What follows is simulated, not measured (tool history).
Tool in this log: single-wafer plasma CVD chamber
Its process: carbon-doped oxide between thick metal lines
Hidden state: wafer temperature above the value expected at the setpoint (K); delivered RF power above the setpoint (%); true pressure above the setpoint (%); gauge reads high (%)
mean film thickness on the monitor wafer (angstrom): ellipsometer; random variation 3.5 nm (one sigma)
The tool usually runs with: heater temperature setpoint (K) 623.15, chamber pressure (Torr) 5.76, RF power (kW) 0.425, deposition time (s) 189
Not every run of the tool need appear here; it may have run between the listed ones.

run,hour,heater temperature setpoint (K),chamber pressure (Torr),RF power (kW),deposition time (s),wafers since the last listed run,hours since the last thermocouple change,hours since the last RF generator calibration,hours since the last manometer calibration,hours since the showerhead was replaced,hours since the gauge calibration,"read-back reference wafer on the same gauge, thickness_nm",mean film thickness on the monitor wafer (angstrom)
1,0,623.15,5.76,0.425,189,0,2643.6,935.2,834.9,3243.3,99.9,948.761,7353.82
2,8.9,623.15,5.76,0.425,189,76,2652.5,944.1,843.8,3252.2,108.8,949.427,7330.1
3,26.8,623.15,5.76,0.425,189,153,2670.4,962,861.7,3270.1,126.7,948.934,7391.57
# hour 40: RF generator calibrated
4,44.6,623.15,5.76,0.425,189,83,2688.2,4.6,879.5,3287.9,144.5,948.23,8000.33
# hour 53.1: showerhead replaced
5,53.6,623.15,5.76,0.425,189,8,2697.2,13.6,888.5,0.5,153.5,949.182,7978.83
# hour 61.9: capacitance manometer re-zeroed and calibrated
6,63.3,623.15,5.76,0.425,189,14,2706.9,23.3,1.4,10.2,163.2,948.836,7978.7
7,79.1,623.15,5.76,0.425,212,135,2722.7,39.1,17.2,26,179,949.097,8953.81
8,89.2,623.15,5.76,0.425,212,86,2732.8,49.2,27.3,36.1,189.1,947.963,8907.25
9,102.4,623.15,5.76,0.425,212,112,2746,62.4,40.5,49.3,202.3,946.243,8893.59
10,126,623.15,5.76,0.425,189,201,2769.6,86,64.1,72.9,225.9,949.027,7952.5
11,134.1,638.15,5.76,0.425,189,69,2777.7,94.1,72.2,81,234,951.069,7640.5
12,141.3,623.15,5.76,0.425,189,61,2784.9,101.3,79.4,88.2,241.2,946.85,8009.95
# hour 156.4: gauge calibrated
13,157.1,627.15,5.19,0.425,189,135,2800.7,117.1,95.2,104,0.7,948.649,7767.61
14,167.8,632.15,5.76,0.425,221,91,2811.4,127.8,105.9,114.7,11.4,950.175,9079.67
15,182.3,613.15,5.76,0.425,189,124,2825.9,142.3,120.4,129.2,25.9,946.806,8127.24
# hour 203.8: thermocouple changed; heater temperature recalibrated
16,204.3,628.15,4.47,0.385,161,119,0.5,164.3,142.4,151.2,47.9,949.621,5876.25
17,208.8,623.15,5.76,0.425,189,38,5,168.8,146.9,155.7,52.4,949.485,7936.4
18,218.7,623.15,4.34,0.365,164,84,14.9,178.7,156.8,165.6,62.3,951.024,5702.29
19,231.9,623.15,5.76,0.425,189,112,28.1,191.9,170,178.8,75.5,949.35,7943.84
20,241.8,638.15,5.76,0.425,189,84,38,201.8,179.9,188.7,85.4,948.905,7579.89
21,250.6,623.15,5.76,0.47,189,75,46.8,210.6,188.7,197.5,94.2,947.537,8621.1
22,260.9,623.15,5.76,0.425,211,88,57.1,220.9,199,207.8,104.5,949.309,8847.34
23,270.7,623.15,5.19,0.425,189,83,66.9,230.7,208.8,217.6,114.3,948.627,7851.55
24,287.1,611.15,6.2,0.46,189,140,83.3,247.1,225.2,234,130.7,949.057,8886.71
25,302.8,623.15,6.14,0.425,189,134,99,262.8,240.9,249.7,146.4,948.063,7980.29

Expected results for the next run?
26,334.1,627.15,4.38,0.425,189,267,130.3,294.1,272.2,281,177.7,?,?

{"run 26": {"read-back reference wafer on the same gauge, thickness_nm": 949.552, "mean film thickness on the monitor wafer (angstrom)": 7541.52}}
Had the tool carried no hidden state, the very same run would have given mean film thickness on the monitor wafer (angstrom) 7602.28.

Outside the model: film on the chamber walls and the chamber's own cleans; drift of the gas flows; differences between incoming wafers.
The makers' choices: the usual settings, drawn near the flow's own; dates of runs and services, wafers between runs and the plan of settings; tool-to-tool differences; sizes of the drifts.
